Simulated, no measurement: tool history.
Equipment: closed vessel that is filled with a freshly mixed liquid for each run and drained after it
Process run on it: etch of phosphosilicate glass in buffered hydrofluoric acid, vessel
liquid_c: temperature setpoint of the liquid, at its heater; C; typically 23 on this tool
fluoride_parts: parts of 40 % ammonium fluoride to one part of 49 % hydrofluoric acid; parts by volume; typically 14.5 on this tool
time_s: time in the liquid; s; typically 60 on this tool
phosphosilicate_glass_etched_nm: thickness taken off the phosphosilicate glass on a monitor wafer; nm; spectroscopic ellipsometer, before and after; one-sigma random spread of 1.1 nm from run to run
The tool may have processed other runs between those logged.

run   hour  liquid_c  fluoride_parts  time_s  wafers since the last listed run  hours since the thermometer was replaced  hours since the hydrofluoric acid flow meter was replaced  hours since the gauge calibration  read-back film thickness of the phosphosilicate glass reference wafer, read on the same gauge (nm)  phosphosilicate_glass_etched_nm
  1      0        23            16.5      50                                 0                                    1797.9                                                     1321.8                              157.9                                                                                               79.99                           222.33
  2    7.4        23            16.5      50                               748                                    1805.3                                                     1329.2                              165.3                                                                                               79.98                            223.1
  3   18.5        23            14.5      70                              1123                                    1816.4                                                     1340.3                              176.4                                                                                               80.04                           352.22
  4   30.6        23            14.5      70                              1224                                    1828.5                                                     1352.4                              188.5                                                                                               80.01                           352.78
  5   47.2        23            14.5      70                              1679                                    1845.1                                                       1369                              205.1                                                                                               79.97                           352.59
  6   62.8        23            14.5      60                              1578                                    1860.7                                                     1384.6                              220.7                                                                                               80.03                           302.56
  7   77.9        23            14.5      60                              1528                                    1875.8                                                     1399.7                              235.8                                                                                                  80                           300.33
  8   91.2        23            14.5      60                              1345                                    1889.1                                                       1413                              249.1                                                                                               79.98                           300.58
      93.1  -- thermometer replaced
  9  106.3        23            10.5      60                              1426                                      13.2                                                     1428.1                              264.2                                                                                               80.01                            413.8
     111.3  -- hydrofluoric acid flow meter replaced
 10  120.3        23            10.5      60                              1315                                      27.2                                                          9                              278.2                                                                                                  80                           415.11
       121  -- gauge calibrated
 11  133.1        27            17.5      40                              1295                                        40                                                       21.8                               12.1                                                                                               80.01                           207.02
 12  146.1        23              10      60                              1315                                        53                                                       34.8                               25.1                                                                                                  80                           434.58
 13  153.8        18              11      80                               779                                      60.7                                                       42.5                               32.8                                                                                                  80                           401.03
 14  169.8        23            10.5      60                              1619                                      76.7                                                       58.5                               48.8                                                                                               80.01                           417.42
 15  183.3        23              19      80                              1366                                      90.2                                                         72                               62.3                                                                                               79.98                           306.84
 16  192.2        19            14.5      35                               900                                      99.1                                                       80.9                               71.2                                                                                               80.02                           140.78
 17  215.2        27            10.5      90                              2327                                     122.1                                                      103.9                               94.2                                                                                               79.99                           767.43
 18  230.2        23              20      80                              1517                                     137.1                                                      118.9                              109.2                                                                                               79.99                           292.83
 19  269.7        23            14.5      60                              3997                                     176.6                                                      158.4                              148.7                                                                                               79.99                           303.76
 20  278.4        23              20      80                               880                                     185.3                                                      167.1                              157.4                                                                                               80.01                           293.14
 21  290.6        23             8.5      75                              1234                                     197.5                                                      179.3                              169.6                                                                                                  80                           616.25

Below are 4 alternative next runs, each starting from the tool's condition after run 21. Predict each:
  A  291.3        23            14.5      60                                70                                     198.2                                                        180                              170.3                                                                                                   ?                                ?
  B  291.3        23            11.5      45                                70                                     198.2                                                        180                              170.3                                                                                                   ?                                ?
  C  291.3        25            18.5      35                                70                                     198.2                                                        180                              170.3                                                                                                   ?                                ?
  D  291.3        23            14.5      95                                70                                     198.2                                                        180                              170.3                                                                                                   ?                                ?

run  read-back film thickness of the phosphosilicate glass reference wafer, read on the same gauge (nm)  phosphosilicate_glass_etched_nm
  A                                                                                               80.02                           302.63
  B                                                                                               80.02                           284.83
  C                                                                                               80.02                           154.95
  D                                                                                               80.02                           479.17
With no hidden state in the tool, these same runs would have given:
run  phosphosilicate_glass_etched_nm
  A                           302.63
  B                           284.83
  C                           154.95
  D                           479.17

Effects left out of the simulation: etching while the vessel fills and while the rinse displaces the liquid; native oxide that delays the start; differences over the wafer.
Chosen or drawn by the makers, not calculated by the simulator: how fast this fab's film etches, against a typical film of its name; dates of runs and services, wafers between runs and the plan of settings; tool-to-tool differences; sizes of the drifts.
